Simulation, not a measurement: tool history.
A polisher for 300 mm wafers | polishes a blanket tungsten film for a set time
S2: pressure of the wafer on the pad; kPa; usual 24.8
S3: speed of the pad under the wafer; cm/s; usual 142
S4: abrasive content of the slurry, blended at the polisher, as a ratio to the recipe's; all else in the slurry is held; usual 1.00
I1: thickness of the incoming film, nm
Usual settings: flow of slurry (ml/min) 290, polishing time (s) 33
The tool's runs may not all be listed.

Run 1, day 0.000: usual settings; I1 644.3. Result: film removed (Å) 2290.
At day 0.992: worn pad replaced by a new one.
Run 2, day 1.938: usual settings; I1 657.3. Result: film removed (Å) 2306.
Run 3, day 3.771: usual settings; I1 660.8. Result: film removed (Å) 2257.
Run 4, day 5.221: usual settings; I1 659.0. Result: film removed (Å) 2267.
At day 7.246: slurry blender recalibrated.
Run 5, day 7.383: usual settings; I1 645.1. Result: film removed (Å) 2401.
At day 10.912: slurry nozzle cleaned.
Run 6, day 12.462: usual settings; I1 662.0. Result: film removed (Å) 2339.
Run 7, day 14.517: usual settings but polishing time (s) 25; I1 643.6. Result: film removed (Å) 1802.
At day 15.558: slurry tank refilled with fresh slurry and peroxide.
At day 15.717: worn pad replaced by a new one.
Run 8, day 17.383: usual settings but flow of slurry (ml/min) 325, S2 20.0 kPa, S3 116 cm/s, polishing time (s) 40; I1 653.5. Result: film removed (Å) 1908.
Run 9, day 18.400: usual settings but S4 0.70; I1 662.0. Result: film removed (Å) 2073.
Run 10, day 20.196: usual settings but S3 160 cm/s, polishing time (s) 38; I1 649.6. Result: film removed (Å) 3004.
Run 11, day 21.833: usual settings but flow of slurry (ml/min) 260, S2 27.6 kPa, S3 128 cm/s, S4 1.15; I1 648.9. Result: film removed (Å) 2406.
Run 12, day 23.250: usual settings but S3 120 cm/s; I1 656.9. Result: film removed (Å) 1955.
At day 23.679: slurry blender recalibrated.
Run 13, day 25.567: usual settings but S2 28.3 kPa, S3 166 cm/s, S4 0.75; I1 645.8. Result: film removed (Å) 2869.
At day 27.529: slurry nozzle cleaned.
Run 14, day 28.275: usual settings but S2 20.7 kPa, S3 160 cm/s, S4 0.75, polishing time (s) 21; I1 638.2. Result: film removed (Å) 1246.
At day 29.712: slurry tank refilled with fresh slurry and peroxide.
At day 30.638: worn pad replaced by a new one.
Run 15, day 31.250: usual settings but flow of slurry (ml/min) 215; I1 657.8. Result: film removed (Å) 2264.
At day 32.367: head pressure recalibrated.
Run 16, day 33.212: usual settings but flow of slurry (ml/min) 365; I1 655.8. Result: film removed (Å) 2391.
Run 17, day 35.004: usual settings but S2 22.8 kPa; I1 648.8. Result: film removed (Å) 2116.
Run 18, day 36.204: usual settings but flow of slurry (ml/min) 380; I1 645.7. Result: film removed (Å) 2399.
Run 19, day 37.479: usual settings but S2 28.3 kPa, S3 122 cm/s; I1 653.6. Result: film removed (Å) 2276.
At day 39.012: slurry blender recalibrated.
At day 42.125: slurry nozzle cleaned.
Run 20, day 44.517: usual settings; I1 651.2. Result: film removed (Å) 2378.
Run 21, day 45.725: usual settings but S2 18.6 kPa, S3 128 cm/s, S4 1.10; I1 640.1. Result: film removed (Å) 1628.
At day 46.075: worn pad replaced by a new one.
At day 48.017: slurry tank refilled with fresh slurry and peroxide.
Run 22, day 48.521: usual settings; I1 646.2. Result: film removed (Å) 2313.
Run 23, day 50.658: usual settings but S3 160 cm/s, S4 1.10; I1 638.7. Result: film removed (Å) 2653.
At day 53.225: slurry blender recalibrated.
Run 24, day 53.246: usual settings but flow of slurry (ml/min) 375, S2 26.9 kPa, S3 106 cm/s, polishing time (s) 39; I1 656.3. Result: film removed (Å) 2358.
Run 25, day 54.746: usual settings; I1 664.6. Result: film removed (Å) 2365.
At day 57.054: slurry nozzle cleaned.
Run 26, day 57.121: usual settings but S3 108 cm/s; I1 657.2. Result: film removed (Å) 1813.

What the log doesn't show, run by run:
removal rate lost through wear of the pad, %: 0 in every run
slurry flow missing at the pad, %: 0 in every run
deviation of the head's pressure from its setpoint, %: 0 in every run
peroxide lost from the slurry, %: 0 in every run
H1: abrasive missing from the slurry, %
run     H1
  1   6.55
  2   8.62
  3   10.9
  4   12.9
  5  0.465
  6   1.64
  7   2.75
  8    4.9
  9   5.84
 10   7.71
 11   9.65
 12   11.5
 13   2.55
 14   3.31
 15   4.87
 16   6.32
 17   7.94
 18   9.17
 19   10.6
 20   2.98
 21   3.62
 22   5.58
 23   7.53
 24  0.561
 25  0.661
 26   1.22
